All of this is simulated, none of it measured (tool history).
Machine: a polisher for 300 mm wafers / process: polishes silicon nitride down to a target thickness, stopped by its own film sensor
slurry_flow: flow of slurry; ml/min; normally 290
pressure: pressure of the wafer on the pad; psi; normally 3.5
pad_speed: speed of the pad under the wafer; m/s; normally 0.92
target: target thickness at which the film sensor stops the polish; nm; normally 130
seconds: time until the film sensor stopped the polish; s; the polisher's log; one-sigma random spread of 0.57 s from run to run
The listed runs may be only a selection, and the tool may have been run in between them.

run	hour	slurry_flow	pressure	pad_speed	target	incoming thickness of the incoming film, nm	seconds
1	0	290	3.5	0.74	130	219	68.9
# hour 23.2: slurry nozzle cleaned
2	70.8	290	3.5	0.74	130	219.1	68
3	102.2	290	3.5	0.74	130	220.8	69.7
4	171.8	290	3.5	0.92	130	219.7	57.8
# hour 221.7: worn pad replaced by a new one
5	241.2	290	3.5	0.92	130	217	56.3
6	303.6	290	3.5	0.92	130	218.6	58.3
7	335.3	290	3.5	0.92	124	216.8	61.5
8	374.2	290	3.5	0.92	124	219	62.4
9	419.5	290	3.5	0.92	124	220.1	63.6
# hour 426: worn pad replaced by a new one
10	462.8	290	3.5	0.74	130	219.3	70.1
11	500.5	260	2.8	1.24	149	218	44.2
# hour 611: slurry nozzle cleaned
# hour 650.3: worn pad replaced by a new one, of another model than before
12	673.4	290	3.5	0.92	144	219.1	50

Run 13 has not been measured yet. What should we expect?
# hour 713.2: head pressure recalibrated
13	723.6	290	3.5	0.92	144	217.6	?

seconds: 47.1 s
Minus the tool's unlogged condition, the same run would have read seconds 46.9 s.

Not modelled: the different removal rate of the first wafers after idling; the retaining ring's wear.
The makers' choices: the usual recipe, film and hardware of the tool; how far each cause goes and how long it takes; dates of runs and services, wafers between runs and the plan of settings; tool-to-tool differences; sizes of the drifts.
